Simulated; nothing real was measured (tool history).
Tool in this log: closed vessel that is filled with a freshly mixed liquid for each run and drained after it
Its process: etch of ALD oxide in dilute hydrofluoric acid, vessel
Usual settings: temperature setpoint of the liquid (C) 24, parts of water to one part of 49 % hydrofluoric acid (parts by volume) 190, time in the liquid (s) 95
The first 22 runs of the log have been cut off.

run     day  temperature setpoint of the liquid (C)  parts of water to one part of 49 % hydrofluoric acid (parts by volume)  time in the liquid (s)  wafers since the last listed run  hours since the thermometer was replaced  hours since the hydrofluoric acid flow meter was replaced  hours since the gauge calibration  read-back film thickness of the ALD oxide reference wafer, read on the same gauge (nm)  thickness taken off the ALD oxide on a monitor wafer (nm)
 23  15.258                                    21.5                                                                     250                     120                              1142                                     136.8                                                      133.9                                493                                                                                  49.995                                                      3.813
     15.788  -- gauge calibrated
 24  15.938                                    21.5                                                                     250                      95                              1538                                     153.1                                                      150.2                                3.6                                                                                   49.96                                                      3.001
 25  16.633                                      27                                                                     170                      95                              1576                                     169.8                                                      166.9                               20.3                                                                                  50.006                                                      5.957
 26  17.312                                      24                                                                     190                      95                              1538                                     186.1                                                      183.2                               36.6                                                                                  49.949                                                      4.673
 27  17.588                                      24                                                                     190                      95                               623                                     192.7                                                      189.8                               43.2                                                                                  50.066                                                      4.649
 28  18.217                                      27                                                                     150                     150                              1425                                     207.8                                                      204.9                               58.3                                                                                  50.012                                                     10.882
 29  18.542                                      24                                                                     165                      45                               736                                     215.6                                                      212.7                               66.1                                                                                  49.971                                                      2.587
 30  18.796                                    21.5                                                                     190                      75                               575                                     221.7                                                      218.8                               72.2                                                                                  49.998                                                      3.355
 31  19.279                                      24                                                                     190                      95                              1095                                     233.3                                                      230.4                               83.8                                                                                  50.005                                                      4.658
 32  19.962                                      24                                                                     245                      95                              1548                                     249.7                                                      246.8                              100.2                                                                                  50.044                                                      3.386
 33  20.504                                    19.5                                                                     225                      40                              1227                                     262.7                                                      259.8                              113.2                                                                                  50.016                                                      1.339

Each row is a separate what-if for the run after 33, all from the same tool condition, not one after another. Results?
  A  20.533                                      24                                                                     190                      95                                66                                     263.4                                                      260.5                              113.9                                                                                       ?                                                          ?
  B  20.533                                    25.5                                                                     155                      95                                66                                     263.4                                                      260.5                              113.9                                                                                       ?                                                          ?
  C  20.533                                      24                                                                     240                      55                                66                                     263.4                                                      260.5                              113.9                                                                                       ?                                                          ?
  D  20.533                                      24                                                                     155                      95                                66                                     263.4                                                      260.5                              113.9                                                                                       ?                                                          ?
  E  20.533                                      22                                                                     260                      50                                66                                     263.4                                                      260.5                              113.9                                                                                       ?                                                          ?

run  read-back film thickness of the ALD oxide reference wafer, read on the same gauge (nm)  thickness taken off the ALD oxide on a monitor wafer (nm)
  A                                                                                  49.985                                                      4.618
  B                                                                                  49.985                                                      6.228
  C                                                                                  49.985                                                      2.009
  D                                                                                  49.985                                                      5.884
  E                                                                                  49.985                                                      1.536
Without the tool's hidden state the same runs would have given:
run  thickness taken off the ALD oxide on a monitor wafer (nm)
  A                                                      4.686
  B                                                       6.32
  C                                                      2.037
  D                                                      5.972
  E                                                      1.559
